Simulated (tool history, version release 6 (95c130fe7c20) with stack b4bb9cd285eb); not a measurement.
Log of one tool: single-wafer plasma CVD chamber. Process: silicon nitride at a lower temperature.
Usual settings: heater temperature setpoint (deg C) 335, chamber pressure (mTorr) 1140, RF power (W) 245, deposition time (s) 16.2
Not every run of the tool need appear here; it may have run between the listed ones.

| run | hour | heater temperature setpoint (deg C) | chamber pressure (mTorr) | RF power (W) | deposition time (s) | wafers since the last listed run | hours since the last thermocouple change | hours since the last RF generator calibration | hours since the last manometer calibration | hours since the showerhead was replaced | hours since the gauge calibration | read-back reference wafer on the same gauge, thickness_nm | mean film thickness on the monitor wafer (Å) |
|---|---|---|---|---|---|---|---|---|---|---|---|---|---|
| 1 | 0 | 335 | 1140 | 245 | 16.2 | 0 | 582.6 | 1945.9 | 34.5 | 8107.7 | 213.4 | 13.898 | 129.04 |
| 2 | 17.1 | 335 | 1140 | 245 | 16.2 | 440 | 599.7 | 1963 | 51.6 | 8124.8 | 230.5 | 13.906 | 127.85 |
| 3 | 60.3 | 335 | 1140 | 245 | 16.2 | 1112 | 642.9 | 2006.2 | 94.8 | 8168 | 273.7 | 13.883 | 129.29 |
| 4 | 89.2 | 335 | 1140 | 245 | 16.2 | 744 | 671.8 | 2035.1 | 123.7 | 8196.9 | 302.6 | 13.914 | 129.33 |
| 5 | 115 | 335 | 1140 | 245 | 16.2 | 664 | 697.6 | 2060.9 | 149.5 | 8222.7 | 328.4 | 13.913 | 128.53 |
| 6 | 152 | 335 | 1140 | 245 | 16.2 | 953 | 734.6 | 2097.9 | 186.5 | 8259.7 | 365.4 | 13.89 | 128.01 |
| 7 | 167 | 349 | 1140 | 245 | 14.9 | 386 | 749.6 | 2112.9 | 201.5 | 8274.7 | 380.4 | 13.893 | 118.06 |
| 8 | 200.3 | 335 | 1140 | 265 | 16.2 | 857 | 782.9 | 2146.2 | 234.8 | 8308 | 413.7 | 13.905 | 136.52 |
| 9 | 216.3 | 328 | 970 | 290 | 16.2 | 412 | 798.9 | 2162.2 | 250.8 | 8324 | 429.7 | 13.892 | 141.4 |
|  | 228.3 | thermocouple changed; heater temperature recalibrated |
| 10 | 238.4 | 335 | 1070 | 245 | 16.2 | 363 | 10.1 | 2184.3 | 272.9 | 8346.1 | 451.8 | 13.896 | 126.02 |
| 11 | 269.4 | 335 | 1140 | 245 | 16.2 | 798 | 41.1 | 2215.3 | 303.9 | 8377.1 | 482.8 | 13.909 | 128.12 |
| 12 | 298.9 | 335 | 1140 | 245 | 16.2 | 759 | 70.6 | 2244.8 | 333.4 | 8406.6 | 512.3 | 13.906 | 126.81 |
| 13 | 318.1 | 335 | 1140 | 245 | 13.9 | 494 | 89.8 | 2264 | 352.6 | 8425.8 | 531.5 | 13.894 | 110.18 |
|  | 345.2 | RF generator calibrated |
| 14 | 345.7 | 335 | 1140 | 245 | 14.3 | 504 | 117.4 | 0.5 | 380.2 | 8453.4 | 559.1 | 13.897 | 121.07 |
| 15 | 357.4 | 335 | 1250 | 230 | 16.2 | 301 | 129.1 | 12.2 | 391.9 | 8465.1 | 570.8 | 13.893 | 132.96 |
|  | 367.3 | showerhead replaced |
| 16 | 372.7 | 346 | 1360 | 245 | 16.2 | 188 | 144.4 | 27.5 | 407.2 | 5.4 | 586.1 | 13.886 | 141.8 |
| 17 | 387.7 | 330 | 1220 | 220 | 19.2 | 386 | 159.4 | 42.5 | 422.2 | 20.4 | 601.1 | 13.904 | 150.7 |
| 18 | 411.7 | 348 | 1410 | 245 | 16.2 | 618 | 183.4 | 66.5 | 446.2 | 44.4 | 625.1 | 13.903 | 142.97 |
| 19 | 441.4 | 335 | 1140 | 245 | 16.2 | 765 | 213.1 | 96.2 | 475.9 | 74.1 | 654.8 | 13.908 | 135.98 |
| 20 | 457.6 | 335 | 1060 | 210 | 18.6 | 417 | 229.3 | 112.4 | 492.1 | 90.3 | 671 | 13.909 | 135.14 |
| 21 | 481.6 | 335 | 1140 | 245 | 16.2 | 618 | 253.3 | 136.4 | 516.1 | 114.3 | 695 | 13.908 | 136.66 |
| 22 | 494.2 | 335 | 1140 | 230 | 15.4 | 324 | 265.9 | 149 | 528.7 | 126.9 | 707.6 | 13.903 | 122.78 |
| 23 | 506.4 | 335 | 1140 | 245 | 16.2 | 314 | 278.1 | 161.2 | 540.9 | 139.1 | 719.8 | 13.892 | 137.03 |
| 24 | 560 | 342 | 1140 | 245 | 18.9 | 1380 | 331.7 | 214.8 | 594.5 | 192.7 | 773.4 | 13.878 | 157.82 |
| 25 | 591.1 | 340 | 1370 | 245 | 18.6 | 801 | 362.8 | 245.9 | 625.6 | 223.8 | 804.5 | 13.907 | 163.35 |
| 26 | 613.5 | 335 | 1140 | 245 | 16.2 | 576 | 385.2 | 268.3 | 648 | 246.2 | 826.9 | 13.904 | 135.35 |
| 27 | 685.7 | 335 | 1140 | 245 | 13.8 | 1859 | 457.4 | 340.5 | 720.2 | 318.4 | 899.1 | 13.912 | 116.27 |
| 28 | 700.8 | 347 | 1310 | 265 | 19.2 | 388 | 472.5 | 355.6 | 735.3 | 333.5 | 914.2 | 13.878 | 175.74 |
| 29 | 716.4 | 335 | 1280 | 200 | 18.9 | 401 | 488.1 | 371.2 | 750.9 | 349.1 | 929.8 | 13.914 | 136.93 |

A few steps of mean film thickness on the monitor wafer (Å) between consecutive runs. Split each: what settings, incoming material and random variation would produce without the hidden state, and what is left over for the hidden state, along with gauge scatter present in only one of the two compared results (measured, and without hidden state):
What the log doesn't record here: wafer temperature above the value expected at the setpoint (K); delivered RF power above the setpoint (%); true pressure above the setpoint (%); gauge reads high (%).
Run 7 -> 8: heater temperature setpoint (deg C) 349 -> 335, RF power (W) 245 -> 265, deposition time (s) 14.9 -> 16.2. mean film thickness on the monitor wafer (Å) +18.46: hidden state -1.36, all else +19.82.
Run 13 -> 14: deposition time (s) 13.9 -> 14.3, RF generator calibrated. mean film thickness on the monitor wafer (Å) +10.89: hidden state +8.24, all else +2.65.
Run 27 -> 28: heater temperature setpoint (deg C) 335 -> 347, chamber pressure (mTorr) 1140 -> 1310, RF power (W) 245 -> 265, deposition time (s) 13.8 -> 19.2. mean film thickness on the monitor wafer (Å) +59.47: hidden state -1.09, all else +60.56.
Run 28 -> 29: heater temperature setpoint (deg C) 347 -> 335, chamber pressure (mTorr) 1310 -> 1280, RF power (W) 265 -> 200, deposition time (s) 19.2 -> 18.9. mean film thickness on the monitor wafer (Å) -38.81: hidden state +0.49, all else -39.3.

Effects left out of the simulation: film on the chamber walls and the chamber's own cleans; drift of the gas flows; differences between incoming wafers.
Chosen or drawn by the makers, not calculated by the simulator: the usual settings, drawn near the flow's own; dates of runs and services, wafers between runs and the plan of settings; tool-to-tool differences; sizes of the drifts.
